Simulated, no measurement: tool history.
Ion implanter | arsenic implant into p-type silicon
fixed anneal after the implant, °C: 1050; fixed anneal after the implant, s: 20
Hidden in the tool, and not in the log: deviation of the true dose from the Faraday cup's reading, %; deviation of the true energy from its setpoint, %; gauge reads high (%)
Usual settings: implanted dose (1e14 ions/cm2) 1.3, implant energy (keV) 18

run,hour,implanted dose (1e14 ions/cm2),implant energy (keV),wafers since the last listed run,hours since the last dose calibration,hours since the extraction supply was calibrated,hours since the gauge calibration,"read-back reference wafer on the same gauge, sheet resistance",sheet resistance of the implanted and annealed layer (ohm/square)
1,0,1.3,18,0,724.7,2799,1571,504.25,496.79
2,40.9,1.3,18,1360,765.6,2839.9,1611.9,503.08,502.68
3,136.2,1.3,18,3170,860.9,2935.2,1707.2,503.65,504.8
4,203,1.3,18,2222,927.7,3002,1774,504.5,506.8
5,269.6,1.3,18,2215,994.3,3068.6,1840.6,504.09,508.12
6,307,1.3,18,1244,1031.7,3106,1878,504.51,508.23
7,393.3,1.3,18,2871,1118,3192.3,1964.3,503.46,504.59
8,459.5,1.3,18,2202,1184.2,3258.5,2030.5,504.4,511.59
9,553.3,1.3,18,3120,1278,3352.3,2124.3,504.77,509.24
10,639.3,1.3,18,2861,1364,3438.3,2210.3,504.39,516.59
11,707.1,1.3,18,2255,1431.8,3506.1,2278.1,505.03,509.64
12,807.1,1.3,18,3327,1531.8,3606.1,2378.1,504.65,509.25
13,852.6,1.3,18,1513,1577.3,3651.6,2423.6,503.77,512.7
14,1144.3,1.3,18,9705,1869,3943.3,2715.3,504.75,516.4
15,1196.8,1.3,19.5,1746,1921.5,3995.8,2767.8,504.3,509.67
16,1278.7,1.3,18,2725,2003.4,4077.7,2849.7,503.95,521.68
17,1374,1.3,18,3170,2098.7,4173,2945,504.16,521.92
18,1416.7,1.55,13.5,1420,2141.4,4215.7,2987.7,504.49,478.54
19,1506.2,1.69,23.5,2977,2230.9,4305.2,3077.2,503.96,416.64
# hour 1567.9: Faraday cup replaced and dose calibrated
20,1609.5,1.3,18,3170,41.6,4408.5,3180.5,503.68,494.82
21,1690.9,1.55,15,2708,123,4489.9,3261.9,504.15,449.14
22,1770.1,1.3,18,2635,202.2,4569.1,3341.1,503.33,495.99
23,1806.3,1.47,19.5,1204,238.4,4605.3,3377.3,504.7,447.53
24,1893.6,1.68,18,2904,325.7,4692.6,3464.6,504.89,413.42
25,2096.2,1.67,15,6741,528.3,4895.2,3667.2,504.72,422.14
# hour 2122.7: gauge calibrated
# hour 2342.6: extraction supply calibrated
26,2398.8,1.3,21,9802,830.9,56.2,276.1,503.4,489.56
27,2492.5,1.3,22,3117,924.6,149.9,369.8,503.43,488.83
28,2530.2,1.3,18,1254,962.3,187.6,407.5,504.6,497.54
29,2578.2,1.6,12.5,1597,1010.3,235.6,455.5,503.86,453.18
30,2682.5,1.68,16,3470,1114.6,339.9,559.8,503.9,424.52
31,2729.2,1.55,21,1553,1161.3,386.6,606.5,503.64,430.83
32,2806.3,1.12,23,2565,1238.4,463.7,683.6,503.78,538.5
33,2902.7,0.91,12,3207,1334.8,560.1,780,504.85,691.41
34,2999.9,1.08,23.5,3234,1432,657.3,877.2,503.96,557.72
35,3067.8,0.96,13,2259,1499.9,725.2,945.1,503.41,661.47
36,3149.6,1.3,14.5,2721,1581.7,807,1026.9,504.54,524.43
37,3207.3,1.55,21,1919,1639.4,864.7,1084.6,504.92,444.21
38,3279.6,1.3,18,2405,1711.7,937,1156.9,502.9,512.23

3 ways to go on from here, each from the tool as it stands after run 38. What would each give?
A,3280,1.3,18,13,1712.1,937.4,1157.3,?,?
B,3280,1.3,16,13,1712.1,937.4,1157.3,?,?
C,3280,1.3,23,13,1712.1,937.4,1157.3,?,?

run,"read-back reference wafer on the same gauge, sheet resistance",sheet resistance of the implanted and annealed layer (ohm/square)
A,505.42,512.43
B,505.42,521.01
C,505.42,493.55
Without the tool's hidden state the same runs would have given:
run,sheet resistance of the implanted and annealed layer (ohm/square)
A,501.2
B,509.49
C,482.96

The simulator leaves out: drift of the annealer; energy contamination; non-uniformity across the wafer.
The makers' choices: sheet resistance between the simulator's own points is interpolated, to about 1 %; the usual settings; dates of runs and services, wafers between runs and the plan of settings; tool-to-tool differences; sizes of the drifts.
